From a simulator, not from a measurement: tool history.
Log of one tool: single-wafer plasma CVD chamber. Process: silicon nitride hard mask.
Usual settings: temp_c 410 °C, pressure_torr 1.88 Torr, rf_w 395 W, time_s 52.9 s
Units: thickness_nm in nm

| run | hour | temp_c | pressure_torr | rf_w | time_s | wafers since the last listed run | hours since the last thermocouple change | hours since the last RF generator calibration | hours since the last manometer calibration | hours since the showerhead was replaced | hours since the gauge calibration | read-back reference wafer on the same gauge, thickness_nm | thickness_nm |
|---|---|---|---|---|---|---|---|---|---|---|---|---|---|
| 1 | 0 | 410 | 1.88 | 395 | 52.9 | 0 | 1346.1 | 156.6 | 1325.4 | 141.4 | 585.5 | 95.145 | 80.541 |
| 2 | 103.2 | 410 | 1.88 | 395 | 52.9 | 3025 | 1449.3 | 259.8 | 1428.6 | 244.6 | 688.7 | 95.181 | 80.766 |
| 3 | 148.9 | 410 | 2.13 | 395 | 46.6 | 1339 | 1495 | 305.5 | 1474.3 | 290.3 | 734.4 | 95.222 | 72.776 |
| 4 | 197.7 | 410 | 1.88 | 395 | 52.9 | 1430 | 1543.8 | 354.3 | 1523.1 | 339.1 | 783.2 | 95.186 | 80.807 |
| 5 | 274.5 | 410 | 1.88 | 395 | 52.9 | 2251 | 1620.6 | 431.1 | 1599.9 | 415.9 | 860 | 95.194 | 79.974 |
|  | 493.3 | thermocouple changed; heater temperature recalibrated |
| 6 | 563.5 | 410 | 1.52 | 395 | 52.9 | 8238 | 70.2 | 720.1 | 1888.9 | 704.9 | 1149 | 95.159 | 75.991 |
| 7 | 661.1 | 410 | 1.74 | 395 | 52.9 | 2861 | 167.8 | 817.7 | 1986.5 | 802.5 | 1246.6 | 95.19 | 78.02 |
| 8 | 699.6 | 410 | 1.88 | 395 | 52.9 | 1128 | 206.3 | 856.2 | 2025 | 841 | 1285.1 | 95.239 | 79.632 |
| 9 | 780.4 | 410 | 1.88 | 395 | 52.9 | 2368 | 287.1 | 937 | 2105.8 | 921.8 | 1365.9 | 95.18 | 80.383 |
|  | 858.5 | capacitance manometer re-zeroed and calibrated |
| 10 | 985.9 | 410 | 1.88 | 395 | 52.9 | 5790 | 492.6 | 1142.5 | 127.4 | 1127.3 | 1571.4 | 95.142 | 78.008 |
| 11 | 1061.9 | 415 | 1.73 | 395 | 42.9 | 2228 | 568.6 | 1218.5 | 203.4 | 1203.3 | 1647.4 | 95.243 | 61.871 |
| 12 | 1106.9 | 404 | 1.61 | 430 | 43.7 | 1319 | 613.6 | 1263.5 | 248.4 | 1248.3 | 1692.4 | 95.25 | 67.666 |
| 13 | 1155.2 | 410 | 1.88 | 415 | 57.2 | 1416 | 661.9 | 1311.8 | 296.7 | 1296.6 | 1740.7 | 95.153 | 88.372 |
|  | 1242.5 | RF generator calibrated |
| 14 | 1243 | 410 | 1.88 | 395 | 59.7 | 2339 | 749.7 | 0.5 | 384.5 | 1384.4 | 1828.5 | 95.198 | 91.414 |
| 15 | 1555 | 410 | 1.88 | 395 | 52.9 | 9147 | 1061.7 | 312.5 | 696.5 | 1696.4 | 2140.5 | 95.191 | 80.062 |
| 16 | 1657.9 | 410 | 1.88 | 395 | 52.9 | 3016 | 1164.6 | 415.4 | 799.4 | 1799.3 | 2243.4 | 95.249 | 79.749 |
| 17 | 1743 | 410 | 1.88 | 395 | 52.9 | 2494 | 1249.7 | 500.5 | 884.5 | 1884.4 | 2328.5 | 95.137 | 79.916 |
| 18 | 1808.4 | 415 | 1.88 | 395 | 59.1 | 1917 | 1315.1 | 565.9 | 949.9 | 1949.8 | 2393.9 | 95.167 | 88.468 |
| 19 | 1849 | 410 | 1.88 | 395 | 45.5 | 1190 | 1355.7 | 606.5 | 990.5 | 1990.4 | 2434.5 | 95.14 | 68.457 |
| 20 | 1959 | 410 | 1.88 | 440 | 46.9 | 3225 | 1465.7 | 716.5 | 1100.5 | 2100.4 | 2544.5 | 95.218 | 77.91 |
| 21 | 2044.6 | 401 | 2.09 | 445 | 52.9 | 2509 | 1551.3 | 802.1 | 1186.1 | 2186 | 2630.1 | 95.158 | 91.289 |
| 22 | 2136.3 | 404 | 2.04 | 395 | 52.9 | 2688 | 1643 | 893.8 | 1277.8 | 2277.7 | 2721.8 | 95.153 | 81.405 |
| 23 | 2184.2 | 410 | 1.88 | 395 | 52.9 | 1404 | 1690.9 | 941.7 | 1325.7 | 2325.6 | 2769.7 | 95.236 | 79.301 |
| 24 | 2288.3 | 395 | 2.31 | 445 | 63 | 3052 | 1795 | 1045.8 | 1429.8 | 2429.7 | 2873.8 | 95.192 | 112.009 |
| 25 | 2364.5 | 402 | 2.28 | 395 | 61.5 | 2234 | 1871.2 | 1122 | 1506 | 2505.9 | 2950 | 95.2 | 97.002 |
| 26 | 2463.3 | 410 | 1.88 | 395 | 52.9 | 2896 | 1970 | 1220.8 | 1604.8 | 2604.7 | 3048.8 | 95.091 | 79.589 |
|  | 2508.3 | RF generator calibrated |
| 27 | 2526.2 | 410 | 1.88 | 350 | 52.9 | 1609 | 2032.9 | 17.9 | 1667.7 | 2667.6 | 3111.7 | 95.136 | 72.069 |

Forecast each of these 5 alternatives for the next run:
| A | 2526.6 | 400 | 1.88 | 395 | 52.9 | 11 | 2033.3 | 18.3 | 1668.1 | 2668 | 3112.1 | ? | ? |
| B | 2526.6 | 410 | 2.17 | 395 | 52.9 | 11 | 2033.3 | 18.3 | 1668.1 | 2668 | 3112.1 | ? | ? |
| C | 2526.6 | 416 | 2.11 | 430 | 44.3 | 11 | 2033.3 | 18.3 | 1668.1 | 2668 | 3112.1 | ? | ? |
| D | 2526.6 | 410 | 1.56 | 395 | 52.9 | 11 | 2033.3 | 18.3 | 1668.1 | 2668 | 3112.1 | ? | ? |
| E | 2526.6 | 410 | 2.05 | 395 | 58.3 | 11 | 2033.3 | 18.3 | 1668.1 | 2668 | 3112.1 | ? | ? |

| run | read-back reference wafer on the same gauge, thickness_nm | thickness_nm |
|---|---|---|
| A | 95.155 | 82.233 |
| B | 95.155 | 84.869 |
| C | 95.155 | 76.189 |
| D | 95.155 | 78.029 |
| E | 95.155 | 92.212 |
Without the tool's hidden state the same runs would have given:
| run | thickness_nm |
|---|---|
| A | 80.971 |
| B | 83.63 |
| C | 75.076 |
| D | 76.743 |
| E | 90.866 |

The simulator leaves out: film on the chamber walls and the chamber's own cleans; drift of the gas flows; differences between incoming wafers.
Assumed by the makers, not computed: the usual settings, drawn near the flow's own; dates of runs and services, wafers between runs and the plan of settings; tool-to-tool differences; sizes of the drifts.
